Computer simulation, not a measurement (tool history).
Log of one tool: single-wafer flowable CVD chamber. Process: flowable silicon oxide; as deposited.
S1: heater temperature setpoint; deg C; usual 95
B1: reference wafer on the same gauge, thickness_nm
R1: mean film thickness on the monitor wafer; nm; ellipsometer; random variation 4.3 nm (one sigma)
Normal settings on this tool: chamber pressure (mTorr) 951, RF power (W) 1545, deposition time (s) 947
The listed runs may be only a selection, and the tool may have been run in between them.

Run 1, hour 0: usual settings; B1 709.438. Result: R1 891.612 nm.
At hour 11.4: thermocouple changed; heater temperature recalibrated.
Run 2, hour 15.8: usual settings; B1 711.015. Result: R1 895.679 nm.
Run 3, hour 29.1: usual settings but S1 90 deg C, deposition time (s) 1045; B1 710.572. Result: R1 1148.72 nm.
Run 4, hour 38.2: usual settings; B1 709.74. Result: R1 892.588 nm.
Run 5, hour 45: usual settings; B1 709.643. Result: R1 901.889 nm.
Run 6, hour 55.7: usual settings; B1 710.716. Result: R1 892.184 nm.
At hour 65.8: RF generator calibrated.
Run 7, hour 70.7: usual settings; B1 709.839. Result: R1 892.63 nm.
Run 8, hour 79.4: usual settings but S1 83 deg C, deposition time (s) 1087; B1 709.666. Result: R1 1446.48 nm.
Run 9, hour 88.9: usual settings but S1 104 deg C, RF power (W) 1675; B1 710.438. Result: R1 696.488 nm.
At hour 106.9: capacitance manometer re-zeroed and calibrated.
Run 10, hour 107.4: usual settings; B1 709.83. Result: R1 820.96 nm.
Run 11, hour 107.9: usual settings; B1 711.143. Result: R1 835.419 nm.
Run 12, hour 116: usual settings but S1 84 deg C; B1 710.272. Result: R1 1127.647 nm.
Run 13, hour 123.7: usual settings but chamber pressure (mTorr) 1014, RF power (W) 1680; B1 709.477. Result: R1 880.592 nm.
Run 14, hour 133.2: usual settings but S1 84 deg C, chamber pressure (mTorr) 1012, deposition time (s) 818; B1 709.593. Result: R1 1032.47 nm.
Run 15, hour 150.5: usual settings but RF power (W) 1285; B1 709.556. Result: R1 802.968 nm.
Run 16, hour 158: usual settings but chamber pressure (mTorr) 758; B1 710.201. Result: R1 698.685 nm.
Run 17, hour 171.2: usual settings but S1 101 deg C, chamber pressure (mTorr) 860; B1 709.45. Result: R1 638.312 nm.
At hour 186: gauge calibrated.
Run 18, hour 214.9: usual settings but chamber pressure (mTorr) 744, RF power (W) 1345; B1 710.768. Result: R1 679.602 nm.
Run 19, hour 231.7: usual settings but chamber pressure (mTorr) 817, RF power (W) 1235, deposition time (s) 1007; B1 710.506. Result: R1 752.183 nm.
Run 20, hour 245.4: usual settings but S1 81 deg C, chamber pressure (mTorr) 1017, deposition time (s) 1072; B1 709.878. Result: R1 1466.816 nm.
Run 21, hour 256.7: usual settings; B1 710.886. Result: R1 826.153 nm.
Run 22, hour 273.9: usual settings but RF power (W) 1310; B1 709.713. Result: R1 802.169 nm.
Run 23, hour 288.9: usual settings but S1 85 deg C, chamber pressure (mTorr) 1042, RF power (W) 1315, deposition time (s) 1078; B1 710.12. Result: R1 1311.176 nm.
Run 24, hour 296.1: usual settings but chamber pressure (mTorr) 1076, RF power (W) 1705, deposition time (s) 1057; B1 709.73. Result: R1 1022.394 nm.
Run 25, hour 312.6: usual settings but S1 84 deg C, chamber pressure (mTorr) 1012, deposition time (s) 818; B1 709.743. Result: R1 1025.677 nm.
Run 26, hour 321.1: usual settings but S1 110 deg C, RF power (W) 1850, deposition time (s) 1033; B1 709.21. Result: R1 592.001 nm.
Run 27, hour 332.1: usual settings but chamber pressure (mTorr) 742, deposition time (s) 1103; B1 709.855. Result: R1 806.546 nm.
Run 28, hour 346.2: usual settings but chamber pressure (mTorr) 804; B1 710.148. Result: R1 734.831 nm.

Consider 4 possible next runs. They are alternatives, not a sequence: every one starts from the tool as it was left by run 28. What does each give?
Run A, hour 346.9: usual settings; B1 ?. Result: R1 ?.
Run B, hour 346.9: usual settings but S1 108 deg C, chamber pressure (mTorr) 1119, RF power (W) 1815, deposition time (s) 855; B1 ?. Result: R1 ?.
Run C, hour 346.9: usual settings but chamber pressure (mTorr) 1105, RF power (W) 1400; B1 ?. Result: R1 ?.
Run D, hour 346.9: usual settings but RF power (W) 1460; B1 ?. Result: R1 ?.

run       B1       R1
  A  709.696  830.126
  B  709.696  587.596
  C  709.696   913.72
  D  709.696  821.506
Stripped of hidden state, with their random variation kept, the same runs would have yielded:
run       R1
  A  834.596
  B  590.487
  C  918.242
  D   825.93

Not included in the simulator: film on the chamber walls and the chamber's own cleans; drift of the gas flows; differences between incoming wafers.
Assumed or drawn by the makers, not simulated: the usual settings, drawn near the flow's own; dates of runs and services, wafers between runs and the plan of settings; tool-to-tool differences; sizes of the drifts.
